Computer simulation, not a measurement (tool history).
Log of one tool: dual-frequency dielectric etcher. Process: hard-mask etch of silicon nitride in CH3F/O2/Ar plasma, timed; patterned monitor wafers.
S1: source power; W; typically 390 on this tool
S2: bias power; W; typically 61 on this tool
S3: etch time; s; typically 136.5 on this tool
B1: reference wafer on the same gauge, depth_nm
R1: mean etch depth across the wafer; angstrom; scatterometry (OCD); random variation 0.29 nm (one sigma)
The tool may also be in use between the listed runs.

run	hour	S1	S2	S3	B1	R1
1	0	390	66	136.5	84.2	1004
2	51.6	390	61	136.5	84.3	978
3	117	390	61	136.5	84.3	978
4	145.6	390	61	136.5	84.3	978
5	188.1	390	61	136.5	84.4	979
# hour 207.7: gauge calibrated
6	228	390	61	136.5	84.3	982
# hour 234.8: bias power generator calibrated
7	255.3	390	61	136.5	84.1	987
8	294	390	61	136.5	84.3	977
9	332	390	61	171.5	84.5	1237
# hour 372.9: wet clean of the chamber
10	391.4	330	66	175	84.4	1222
11	437	390	61	171.5	84.4	1218
12	496	480	61	107	84.3	812
13	556.6	390	69	136.5	84.3	1033
# hour 576.3: source power generator calibrated
# hour 576.5: gauge calibrated
# hour 593.5: upper electrode replaced
14	606.1	480	61	107	84.3	811
15	678.7	470	61	117	84.3	888
16	742.2	490	61	123.5	84.2	952

Alternative continuations, all from the tool just after run 16; predict every row:
A	742.7	390	61	163.5	?	?
B	742.7	350	47	151.5	?	?
C	742.7	440	53	136.5	?	?
D	742.7	330	61	123	?	?
E	742.7	470	61	136.5	?	?

run	B1	R1
A	84.2	1174
B	84.2	936
C	84.2	955
D	84.2	841
E	84.2	1038
Had the tool no hidden state, the same runs would have come out as:
run	R1
A	1154
B	920
C	939
D	827
E	1020

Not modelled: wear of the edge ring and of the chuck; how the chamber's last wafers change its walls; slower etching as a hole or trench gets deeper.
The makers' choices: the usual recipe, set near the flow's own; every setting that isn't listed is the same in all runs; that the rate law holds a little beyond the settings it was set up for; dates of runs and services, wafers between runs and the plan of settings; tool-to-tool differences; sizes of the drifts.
